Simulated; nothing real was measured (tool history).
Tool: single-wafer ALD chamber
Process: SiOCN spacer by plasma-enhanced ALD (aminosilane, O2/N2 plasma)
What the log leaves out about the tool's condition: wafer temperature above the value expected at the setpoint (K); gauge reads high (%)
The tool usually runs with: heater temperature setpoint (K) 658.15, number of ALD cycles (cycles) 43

| run | hour | heater temperature setpoint (K) | number of ALD cycles (cycles) | wafers since the last listed run | hours since the last thermocouple change | hours since the gauge calibration | read-back reference wafer on the same gauge, thickness_nm | mean film thickness on the monitor wafer (angstrom) |
|---|---|---|---|---|---|---|---|---|
| 1 | 0 | 658.15 | 43 | 0 | 854.5 | 1167.5 | 2.896 | 27.15 |
| 2 | 88.4 | 658.15 | 43 | 589 | 942.9 | 1255.9 | 2.904 | 27.15 |
|  | 158.4 | thermocouple changed; heater temperature recalibrated |
| 3 | 188.6 | 651.15 | 43 | 614 | 30.2 | 1356.1 | 2.899 | 27.26 |
|  | 206.6 | gauge calibrated |
| 4 | 247.4 | 651.15 | 43 | 391 | 89 | 40.8 | 2.84 | 26.64 |
| 5 | 296.2 | 658.15 | 43 | 325 | 137.8 | 89.6 | 2.845 | 26.76 |
| 6 | 466 | 658.15 | 43 | 1131 | 307.6 | 259.4 | 2.855 | 26.77 |
| 7 | 548.6 | 658.15 | 43 | 550 | 390.2 | 342 | 2.863 | 26.94 |
| 8 | 599.3 | 658.15 | 43 | 337 | 440.9 | 392.7 | 2.868 | 26.92 |
| 9 | 682.1 | 658.15 | 43 | 551 | 523.7 | 475.5 | 2.869 | 26.92 |
| 10 | 743.4 | 658.15 | 43 | 408 | 585 | 536.8 | 2.875 | 27.07 |
| 11 | 845.1 | 658.15 | 43 | 677 | 686.7 | 638.5 | 2.878 | 26.96 |
| 12 | 882.1 | 658.15 | 43 | 246 | 723.7 | 675.5 | 2.874 | 27 |
| 13 | 1101.2 | 658.15 | 43 | 1460 | 942.8 | 894.6 | 2.882 | 27.05 |
| 14 | 1139.7 | 672.15 | 48 | 256 | 981.3 | 933.1 | 2.888 | 30.25 |
|  | 1150.3 | thermocouple changed; heater temperature recalibrated |
| 15 | 1333.5 | 653.15 | 43 | 1238 | 183.2 | 1126.9 | 2.885 | 27.22 |
| 16 | 1401.4 | 658.15 | 43 | 452 | 251.1 | 1194.8 | 2.885 | 27.1 |
| 17 | 1442.3 | 651.15 | 48 | 272 | 292 | 1235.7 | 2.887 | 30.25 |
| 18 | 1518.7 | 648.15 | 51 | 509 | 368.4 | 1312.1 | 2.887 | 32.01 |
|  | 1590.2 | gauge calibrated |
| 19 | 1615.7 | 649.15 | 50 | 646 | 465.4 | 25.5 | 2.844 | 31.09 |
| 20 | 1654.6 | 658.15 | 46 | 259 | 504.3 | 64.4 | 2.846 | 28.53 |
| 21 | 1714.3 | 669.15 | 43 | 397 | 564 | 124.1 | 2.854 | 26.8 |
| 22 | 1820.3 | 665.15 | 43 | 706 | 670 | 230.1 | 2.862 | 26.94 |
| 23 | 1914.4 | 658.15 | 43 | 627 | 764.1 | 324.2 | 2.871 | 26.78 |
| 24 | 1956 | 666.15 | 38 | 277 | 805.7 | 365.8 | 2.871 | 23.87 |
|  | 1974.7 | thermocouple changed; heater temperature recalibrated |
| 25 | 1998.7 | 658.15 | 36 | 231 | 24 | 408.5 | 2.876 | 22.55 |
| 26 | 2039.2 | 658.15 | 43 | 269 | 64.5 | 449 | 2.876 | 27.14 |

Here are 3 independent what-if runs from the current tool condition. What would each one return?
| A | 2039.7 | 668.15 | 43 | 3 | 65 | 449.5 | ? | ? |
| B | 2039.7 | 658.15 | 51 | 3 | 65 | 449.5 | ? | ? |
| C | 2039.7 | 644.15 | 43 | 3 | 65 | 449.5 | ? | ? |

| run | read-back reference wafer on the same gauge, thickness_nm | mean film thickness on the monitor wafer (angstrom) |
|---|---|---|
| A | 2.878 | 27.01 |
| B | 2.878 | 32.04 |
| C | 2.878 | 27.01 |
Had the tool no hidden state, the same runs would have come out as:
| run | mean film thickness on the monitor wafer (angstrom) |
|---|---|
| A | 26.67 |
| B | 31.63 |
| C | 26.67 |

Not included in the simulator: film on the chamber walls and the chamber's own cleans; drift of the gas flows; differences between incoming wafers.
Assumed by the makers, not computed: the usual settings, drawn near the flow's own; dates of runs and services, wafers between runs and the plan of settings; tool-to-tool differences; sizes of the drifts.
